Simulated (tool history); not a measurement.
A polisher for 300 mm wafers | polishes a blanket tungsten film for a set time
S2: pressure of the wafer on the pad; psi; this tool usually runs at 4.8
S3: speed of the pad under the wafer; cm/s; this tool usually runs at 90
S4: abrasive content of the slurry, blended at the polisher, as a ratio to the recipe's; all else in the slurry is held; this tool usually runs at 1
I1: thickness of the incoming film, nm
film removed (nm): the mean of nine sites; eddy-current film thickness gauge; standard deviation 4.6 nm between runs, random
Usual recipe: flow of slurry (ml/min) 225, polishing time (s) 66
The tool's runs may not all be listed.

run 1 day=0 | flow_of_slurry_(ml/min)=225 S2=4.4 S3=112 S4=1 polishing_time_(s)=66 | I1=1027 | film_removed_(nm)=429.9
-- day=0.746 slurry nozzle cleaned
run 2 day=0.796 | flow_of_slurry_(ml/min)=225 S2=4.4 S3=112 S4=1 polishing_time_(s)=66 | I1=1015.8 | film_removed_(nm)=427.3
run 3 day=4.533 | flow_of_slurry_(ml/min)=190 S2=4 S3=90 S4=1 polishing_time_(s)=88 | I1=1016.5 | film_removed_(nm)=415.2
-- day=4.729 worn pad replaced by a new one
-- day=4.796 slurry tank refilled with fresh slurry and peroxide
run 4 day=5.638 | flow_of_slurry_(ml/min)=225 S2=4.8 S3=90 S4=1 polishing_time_(s)=66 | I1=1006 | film_removed_(nm)=384
run 5 day=8.171 | flow_of_slurry_(ml/min)=155 S2=4.8 S3=102 S4=1.15 polishing_time_(s)=86 | I1=1011.6 | film_removed_(nm)=558.4
-- day=8.988 slurry blender recalibrated
run 6 day=9.008 | flow_of_slurry_(ml/min)=225 S2=3.9 S3=90 S4=1 polishing_time_(s)=77 | I1=1010.8 | film_removed_(nm)=363.9
run 7 day=10.133 | flow_of_slurry_(ml/min)=225 S2=4.8 S3=90 S4=1 polishing_time_(s)=66 | I1=1035.7 | film_removed_(nm)=375
run 8 day=10.862 | flow_of_slurry_(ml/min)=225 S2=4.8 S3=70 S4=0.9 polishing_time_(s)=66 | I1=1040.9 | film_removed_(nm)=280.2
run 9 day=12.304 | flow_of_slurry_(ml/min)=225 S2=4.8 S3=90 S4=1 polishing_time_(s)=66 | I1=1024.3 | film_removed_(nm)=375.9
run 10 day=13.138 | flow_of_slurry_(ml/min)=225 S2=4.4 S3=112 S4=1 polishing_time_(s)=66 | I1=1017.7 | film_removed_(nm)=428.1
-- day=14.154 worn pad replaced by a new one
run 11 day=14.562 | flow_of_slurry_(ml/min)=225 S2=4.8 S3=68 S4=1.1 polishing_time_(s)=66 | I1=1018.1 | film_removed_(nm)=291.6
-- day=15.167 slurry tank refilled with fresh slurry and peroxide
run 12 day=15.579 | flow_of_slurry_(ml/min)=225 S2=4.8 S3=120 S4=1 polishing_time_(s)=66 | I1=1001.4 | film_removed_(nm)=487.6
run 13 day=16.371 | flow_of_slurry_(ml/min)=225 S2=4.8 S3=90 S4=1 polishing_time_(s)=66 | I1=1019 | film_removed_(nm)=379.2
run 14 day=17.583 | flow_of_slurry_(ml/min)=225 S2=4.8 S3=90 S4=1.2 polishing_time_(s)=86 | I1=1025.9 | film_removed_(nm)=517.9
run 15 day=18.288 | flow_of_slurry_(ml/min)=225 S2=4.3 S3=114 S4=0.85 polishing_time_(s)=48 | I1=1011 | film_removed_(nm)=294.2
run 16 day=19.45 | flow_of_slurry_(ml/min)=225 S2=4.8 S3=90 S4=1 polishing_time_(s)=66 | I1=999 | film_removed_(nm)=369.5
-- day=20.112 slurry blender recalibrated
run 17 day=20.429 | flow_of_slurry_(ml/min)=225 S2=4.8 S3=90 S4=1 polishing_time_(s)=66 | I1=1012.3 | film_removed_(nm)=375.1
run 18 day=21.033 | flow_of_slurry_(ml/min)=265 S2=3.5 S3=80 S4=1 polishing_time_(s)=48 | I1=1018.6 | film_removed_(nm)=185.4
run 19 day=21.95 | flow_of_slurry_(ml/min)=160 S2=4.8 S3=90 S4=1.15 polishing_time_(s)=66 | I1=1034.2 | film_removed_(nm)=387.2
run 20 day=22.804 | flow_of_slurry_(ml/min)=225 S2=4.8 S3=72 S4=1 polishing_time_(s)=66 | I1=1041.5 | film_removed_(nm)=298.7
run 21 day=24.121 | flow_of_slurry_(ml/min)=225 S2=4.8 S3=90 S4=1 polishing_time_(s)=66 | I1=1027.2 | film_removed_(nm)=375.2
-- day=25.471 worn pad replaced by a new one
run 22 day=25.575 | flow_of_slurry_(ml/min)=225 S2=4 S3=116 S4=1 polishing_time_(s)=66 | I1=1013.7 | film_removed_(nm)=413.6
-- day=26.15 slurry tank refilled with fresh slurry and peroxide
run 23 day=26.529 | flow_of_slurry_(ml/min)=225 S2=4.8 S3=100 S4=1 polishing_time_(s)=50 | I1=1042.6 | film_removed_(nm)=305.9
run 24 day=27.733 | flow_of_slurry_(ml/min)=195 S2=4.8 S3=90 S4=1 polishing_time_(s)=66 | I1=1019.5 | film_removed_(nm)=369.1
run 25 day=29.088 | flow_of_slurry_(ml/min)=225 S2=4.8 S3=90 S4=1 polishing_time_(s)=66 | I1=1007.9 | film_removed_(nm)=369.7
run 26 day=30.117 | flow_of_slurry_(ml/min)=180 S2=4 S3=90 S4=0.85 polishing_time_(s)=66 | I1=1032.6 | film_removed_(nm)=292.2

Predict each of these 4 candidate next runs independently; none follows another, all start after run 26:
run A day=30.133 | flow_of_slurry_(ml/min)=225 S2=4.8 S3=90 S4=0.7 polishing_time_(s)=66 | I1=1016.6 | film_removed_(nm)=?
run B day=30.133 | flow_of_slurry_(ml/min)=225 S2=4.8 S3=90 S4=1 polishing_time_(s)=59 | I1=1016.6 | film_removed_(nm)=?
run C day=30.133 | flow_of_slurry_(ml/min)=225 S2=4.8 S3=90 S4=1 polishing_time_(s)=86 | I1=1016.6 | film_removed_(nm)=?
run D day=30.133 | flow_of_slurry_(ml/min)=225 S2=4.8 S3=102 S4=1 polishing_time_(s)=45 | I1=1016.6 | film_removed_(nm)=?

run=A film_removed_(nm)=321.4
run=B film_removed_(nm)=338
run=C film_removed_(nm)=492.7
run=D film_removed_(nm)=292.1
Take away the tool's hidden state, keep each run's random variation, and the runs would have read:
run=A film_removed_(nm)=321.4
run=B film_removed_(nm)=338
run=C film_removed_(nm)=492.7
run=D film_removed_(nm)=292.1
